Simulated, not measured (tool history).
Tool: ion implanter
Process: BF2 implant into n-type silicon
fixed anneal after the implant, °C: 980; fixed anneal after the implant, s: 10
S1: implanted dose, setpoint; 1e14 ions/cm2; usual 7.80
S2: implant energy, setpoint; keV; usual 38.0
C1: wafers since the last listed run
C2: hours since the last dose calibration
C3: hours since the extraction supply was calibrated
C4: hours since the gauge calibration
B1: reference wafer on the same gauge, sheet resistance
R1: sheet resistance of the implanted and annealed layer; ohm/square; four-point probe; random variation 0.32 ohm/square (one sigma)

{"run": 1, "hour": 0.0, "S1": 7.8, "S2": 34.5, "C1": 0, "C2": 1497.8, "C3": 2380.4, "C4": 188.4, "B1": 163.1, "R1": 196.1}
{"run": 2, "hour": 16.5, "S1": 7.8, "S2": 34.5, "C1": 196, "C2": 1514.3, "C3": 2396.9, "C4": 204.9, "B1": 162.97, "R1": 196.29}
{"run": 3, "hour": 35.5, "S1": 7.8, "S2": 38.0, "C1": 225, "C2": 1533.3, "C3": 2415.9, "C4": 223.9, "B1": 162.99, "R1": 188.09}
{"run": 4, "hour": 59.4, "S1": 7.8, "S2": 45.5, "C1": 284, "C2": 1557.2, "C3": 2439.8, "C4": 247.8, "B1": 162.94, "R1": 175.88}
{"run": 5, "hour": 93.7, "S1": 7.8, "S2": 31.5, "C1": 407, "C2": 1591.5, "C3": 2474.1, "C4": 282.1, "B1": 162.96, "R1": 204.58}
{"run": 6, "hour": 117.1, "S1": 7.8, "S2": 31.5, "C1": 278, "C2": 1614.9, "C3": 2497.5, "C4": 305.5, "B1": 163.12, "R1": 204.19}
{"run": 7, "hour": 216.1, "S1": 7.8, "S2": 38.0, "C1": 1176, "C2": 1713.9, "C3": 2596.5, "C4": 404.5, "B1": 162.96, "R1": 187.96}
{"run": 8, "hour": 250.6, "S1": 7.8, "S2": 43.5, "C1": 410, "C2": 1748.4, "C3": 2631.0, "C4": 439.0, "B1": 162.94, "R1": 178.07}
{"hour": 265.8, "done": "gauge calibrated"}
{"run": 9, "hour": 273.5, "S1": 7.8, "S2": 38.0, "C1": 272, "C2": 1771.3, "C3": 2653.9, "C4": 7.7, "B1": 162.96, "R1": 187.84}
{"run": 10, "hour": 288.5, "S1": 7.8, "S2": 38.0, "C1": 178, "C2": 1786.3, "C3": 2668.9, "C4": 22.7, "B1": 163.08, "R1": 187.11}
{"run": 11, "hour": 311.0, "S1": 7.8, "S2": 38.0, "C1": 267, "C2": 1808.8, "C3": 2691.4, "C4": 45.2, "B1": 162.98, "R1": 187.02}
{"run": 12, "hour": 345.0, "S1": 7.02, "S2": 34.0, "C1": 404, "C2": 1842.8, "C3": 2725.4, "C4": 79.2, "B1": 163.06, "R1": 204.21}
{"hour": 364.0, "done": "Faraday cup replaced and dose calibrated"}
{"run": 13, "hour": 379.0, "S1": 7.8, "S2": 38.0, "C1": 309, "C2": 15.0, "C3": 2759.4, "C4": 113.2, "B1": 162.96, "R1": 190.85}

The next listed run, before its measurement:
{"run": 14, "hour": 397.2, "S1": 7.8, "S2": 30.0, "C1": 216, "C2": 33.2, "C3": 2777.6, "C4": 131.4, "B1": "?", "R1": "?"}

Run 14 gave B1 162.95, R1 212.00 ohm/square.
Without the tool's hidden state the same run would have given R1 212.08 ohm/square.

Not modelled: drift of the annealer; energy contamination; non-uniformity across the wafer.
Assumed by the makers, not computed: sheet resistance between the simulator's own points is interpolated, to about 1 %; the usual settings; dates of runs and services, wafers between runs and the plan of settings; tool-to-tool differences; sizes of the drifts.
